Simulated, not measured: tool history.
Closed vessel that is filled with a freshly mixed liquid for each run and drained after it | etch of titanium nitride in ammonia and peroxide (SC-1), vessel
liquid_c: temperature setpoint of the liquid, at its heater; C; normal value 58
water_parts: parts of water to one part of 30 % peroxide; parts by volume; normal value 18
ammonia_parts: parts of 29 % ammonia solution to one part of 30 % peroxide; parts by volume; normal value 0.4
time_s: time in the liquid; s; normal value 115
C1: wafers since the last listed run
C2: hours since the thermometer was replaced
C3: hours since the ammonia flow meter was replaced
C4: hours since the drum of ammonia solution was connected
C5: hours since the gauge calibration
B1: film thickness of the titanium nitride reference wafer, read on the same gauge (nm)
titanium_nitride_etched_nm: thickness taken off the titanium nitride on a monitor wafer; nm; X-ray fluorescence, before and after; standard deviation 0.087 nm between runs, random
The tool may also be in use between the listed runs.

Run 1, hour 0: usual settings; C1 0; C2 1806.7; C3 1198.6; C4 676.1; C5 1831.5; B1 89.98. Result: titanium_nitride_etched_nm 10.71 nm.
Run 2, hour 55: usual settings; C1 4111; C2 1861.7; C3 1253.6; C4 731.1; C5 1886.5; B1 90.01. Result: titanium_nitride_etched_nm 10.56 nm.
Run 3, hour 102.9: usual settings; C1 3580; C2 1909.6; C3 1301.5; C4 779; C5 1934.4; B1 90. Result: titanium_nitride_etched_nm 10.75 nm.
Run 4, hour 158.3: usual settings; C1 4141; C2 1965; C3 1356.9; C4 834.4; C5 1989.8; B1 89.96. Result: titanium_nitride_etched_nm 10.48 nm.
At hour 167.6: ammonia flow meter replaced.
Run 5, hour 209.5: usual settings; C1 3752; C2 2016.2; C3 41.9; C4 885.6; C5 2041; B1 90. Result: titanium_nitride_etched_nm 10.6 nm.
At hour 244.5: gauge calibrated.
Run 6, hour 327.5: usual settings; C1 8821; C2 2134.2; C3 159.9; C4 1003.6; C5 83; B1 90.01. Result: titanium_nitride_etched_nm 10.46 nm.
At hour 363.3: new drum of ammonia solution connected.
Run 7, hour 385.4: usual settings; C1 4253; C2 2192.1; C3 217.8; C4 22.1; C5 140.9; B1 89.98. Result: titanium_nitride_etched_nm 10.47 nm.
Run 8, hour 428.6: usual settings; C1 3229; C2 2235.3; C3 261; C4 65.3; C5 184.1; B1 89.96. Result: titanium_nitride_etched_nm 10.51 nm.
Run 9, hour 473.9: usual settings; C1 3386; C2 2280.6; C3 306.3; C4 110.6; C5 229.4; B1 89.99. Result: titanium_nitride_etched_nm 10.49 nm.
Run 10, hour 534.1: usual settings but ammonia_parts 0.55 parts by volume; C1 4500; C2 2340.8; C3 366.5; C4 170.8; C5 289.6; B1 90.01. Result: titanium_nitride_etched_nm 11.15 nm.
Run 11, hour 604.9: usual settings; C1 5292; C2 2411.6; C3 437.3; C4 241.6; C5 360.4; B1 89.97. Result: titanium_nitride_etched_nm 10.38 nm.
Run 12, hour 669.4: usual settings but water_parts 21.5 parts by volume, ammonia_parts 0.35 parts by volume; C1 4821; C2 2476.1; C3 501.8; C4 306.1; C5 424.9; B1 90.02. Result: titanium_nitride_etched_nm 9.11 nm.
Run 13, hour 717.5: usual settings but liquid_c 49 C; C1 3595; C2 2524.2; C3 549.9; C4 354.2; C5 473; B1 90.02. Result: titanium_nitride_etched_nm 5.68 nm.
Run 14, hour 748.8: usual settings but liquid_c 63.5 C, water_parts 20.5 parts by volume, ammonia_parts 0.6 parts by volume; C1 2339; C2 2555.5; C3 581.2; C4 385.5; C5 504.3; B1 90. Result: titanium_nitride_etched_nm 14.98 nm.
Run 15, hour 776.6: usual settings; C1 2078; C2 2583.3; C3 609; C4 413.3; C5 532.1; B1 90.03. Result: titanium_nitride_etched_nm 10.37 nm.
Run 16, hour 831.4: usual settings but liquid_c 51 C, water_parts 25.5 parts by volume, ammonia_parts 0.3 parts by volume, time_s 80 s; C1 4096; C2 2638.1; C3 663.8; C4 468.1; C5 586.9; B1 90. Result: titanium_nitride_etched_nm 3.53 nm.
Run 17, hour 896.7: usual settings but ammonia_parts 0.3 parts by volume; C1 4881; C2 2703.4; C3 729.1; C4 533.4; C5 652.2; B1 90.01. Result: titanium_nitride_etched_nm 9.89 nm.
Run 18, hour 941.1: usual settings but liquid_c 64 C, water_parts 25 parts by volume, time_s 175 s; C1 3319; C2 2747.8; C3 773.5; C4 577.8; C5 696.6; B1 89.97. Result: titanium_nitride_etched_nm 19.7 nm.
At hour 957.5: thermometer replaced.
Run 19, hour 984.8: usual settings; C1 3192; C2 27.3; C3 817.2; C4 621.5; C5 740.3; B1 89.99. Result: titanium_nitride_etched_nm 10.99 nm.
Run 20, hour 1021.3: usual settings but liquid_c 66.5 C, water_parts 9.5 parts by volume, ammonia_parts 0.2 parts by volume, time_s 80 s; C1 2728; C2 63.8; C3 853.7; C4 658; C5 776.8; B1 90.02. Result: titanium_nitride_etched_nm 16.43 nm.
Run 21, hour 1045.9: usual settings but liquid_c 55.5 C, water_parts 27 parts by volume, time_s 145 s; C1 1838; C2 88.4; C3 878.3; C4 682.6; C5 801.4; B1 90.06. Result: titanium_nitride_etched_nm 9.29 nm.
Run 22, hour 1096: usual settings; C1 3745; C2 138.5; C3 928.4; C4 732.7; C5 851.5; B1 90.02. Result: titanium_nitride_etched_nm 10.99 nm.
Run 23, hour 1152: usual settings but water_parts 13 parts by volume, time_s 75 s; C1 4186; C2 194.5; C3 984.4; C4 788.7; C5 907.5; B1 90. Result: titanium_nitride_etched_nm 8.56 nm.
Run 24, hour 1223: usual settings but water_parts 23.5 parts by volume, ammonia_parts 0.6 parts by volume, time_s 160 s; C1 5307; C2 265.5; C3 1055.4; C4 859.7; C5 978.5; B1 89.98. Result: titanium_nitride_etched_nm 13.86 nm.
Run 25, hour 1265.9: usual settings; C1 3206; C2 308.4; C3 1098.3; C4 902.6; C5 1021.4; B1 90.01. Result: titanium_nitride_etched_nm 10.89 nm.
Run 26, hour 1333.5: usual settings but ammonia_parts 0.2 parts by volume; C1 5053; C2 376; C3 1165.9; C4 970.2; C5 1089; B1 89.99. Result: titanium_nitride_etched_nm 9.45 nm.
Run 27, hour 1362: usual settings; C1 2130; C2 404.5; C3 1194.4; C4 998.7; C5 1117.5; B1 90. Result: titanium_nitride_etched_nm 10.72 nm.
Run 28, hour 1406.8: usual settings but liquid_c 63.5 C, ammonia_parts 0.5 parts by volume; C1 3349; C2 449.3; C3 1239.2; C4 1043.5; C5 1162.3; B1 90.01. Result: titanium_nitride_etched_nm 16.22 nm.

Run-by-run hidden state of the tool:
ammonia flow above the setpoint (%): 0 in every run
ammonia solution weaker than its label (%): 0 in every run
gauge reads high (%): 0 in every run
H1: liquid colder than its thermometer reads (K)
run     H1
  1  0.601
  2  0.618
  3  0.632
  4  0.648
  5  0.663
  6  0.698
  7  0.715
  8  0.728
  9  0.741
 10  0.759
 11   0.78
 12  0.799
 13  0.813
 14  0.822
 15   0.83
 16  0.846
 17  0.866
 18  0.879
 19  0.144
 20  0.155
 21  0.162
 22  0.177
 23  0.193
 24  0.214
 25  0.227
 26  0.247
 27  0.255
 28  0.268

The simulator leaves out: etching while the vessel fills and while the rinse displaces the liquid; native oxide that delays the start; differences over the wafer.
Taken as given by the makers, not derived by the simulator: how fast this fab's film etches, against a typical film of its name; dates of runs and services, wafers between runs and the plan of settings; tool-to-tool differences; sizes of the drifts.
